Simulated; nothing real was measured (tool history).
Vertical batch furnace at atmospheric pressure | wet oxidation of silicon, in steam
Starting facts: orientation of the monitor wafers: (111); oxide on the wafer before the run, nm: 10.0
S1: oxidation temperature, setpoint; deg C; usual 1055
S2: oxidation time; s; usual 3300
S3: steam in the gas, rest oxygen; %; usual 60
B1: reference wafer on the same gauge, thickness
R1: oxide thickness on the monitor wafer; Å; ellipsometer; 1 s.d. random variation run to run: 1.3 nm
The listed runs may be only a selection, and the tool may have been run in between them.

Run 1, hour 0: usual settings but S1 1061 deg C; B1 460.89. Result: R1 4507.4 Å.
Run 2, hour 61.4: usual settings but S2 4200 s; B1 461.79. Result: R1 5004.6 Å.
Run 3, hour 132.2: usual settings but S2 4200 s; B1 460.72. Result: R1 5034.9 Å.
Run 4, hour 178.8: usual settings but S2 4200 s; B1 460.9. Result: R1 5024.7 Å.
Run 5, hour 267.2: usual settings; B1 461.05. Result: R1 4363.3 Å.
Run 6, hour 327.4: usual settings; B1 460.67. Result: R1 4378.9 Å.
Run 7, hour 394.7: usual settings; B1 461.08. Result: R1 4380.5 Å.
Run 8, hour 421.8: usual settings; B1 461.51. Result: R1 4383.4 Å.
Run 9, hour 452.3: usual settings; B1 460.95. Result: R1 4394.2 Å.
Run 10, hour 507.7: usual settings; B1 461.29. Result: R1 4370.1 Å.
Run 11, hour 532: usual settings; B1 461.15. Result: R1 4395.7 Å.
Run 12, hour 593.3: usual settings; B1 461.45. Result: R1 4391.3 Å.
Run 13, hour 624: usual settings; B1 460.78. Result: R1 4387.2 Å.
Run 14, hour 658: usual settings; B1 461.06. Result: R1 4371.9 Å.
Run 15, hour 722.5: usual settings but S1 1074 deg C, S2 4770 s, S3 49 %; B1 460.99. Result: R1 5205 Å.
Run 16, hour 747.4: usual settings but S1 1040 deg C, S2 2010 s, S3 68 %; B1 461.1. Result: R1 3281.5 Å.
Run 17, hour 799.4: usual settings; B1 460.78. Result: R1 4379 Å.
Run 18, hour 867.3: usual settings but S1 1032 deg C, S2 2580 s; B1 460.83. Result: R1 3383.2 Å.
Run 19, hour 925.1: usual settings but S2 2760 s; B1 460.95. Result: R1 3947.8 Å.
Run 20, hour 993.2: usual settings but S1 1075 deg C, S2 2490 s, S3 70 %; B1 461.64. Result: R1 4445.3 Å.
Run 21, hour 1074.7: usual settings but S2 2070 s; B1 460.75. Result: R1 3337.5 Å.
Run 22, hour 1129.5: usual settings but S3 50 %; B1 460.94. Result: R1 3947.8 Å.
Run 23, hour 1176: usual settings but S1 1034 deg C; B1 460.95. Result: R1 3984.8 Å.
Run 24, hour 1237.3: usual settings; B1 460.95. Result: R1 4392.5 Å.
Run 25, hour 1438.3: usual settings but S1 1075 deg C; B1 461.43. Result: R1 4746 Å.
Run 26, hour 1496.2: usual settings; B1 460.72. Result: R1 4380.5 Å.
Run 27, hour 1610.8: usual settings; B1 460.76. Result: R1 4389.3 Å.
Run 28, hour 1675.6: usual settings but S2 4200 s, S3 71 %; B1 461.2. Result: R1 5542.6 Å.

Withheld: 4 entries from between the runs. Position of each, and hidden state at the listed run before versus the listed run after:
Runs 12 to 13: gauge calibrated (hour 613)
  no difference in the tool's unlogged condition between these two runs
Runs 20 to 21: steam generator serviced (hour 1069); thermocouples replaced and temperature profile calibrated (hour 1074.2)
  no difference in the tool's unlogged condition between these two runs
Runs 25 to 26: gauge calibrated (hour 1460.3)
  no difference in the tool's unlogged condition between these two runs
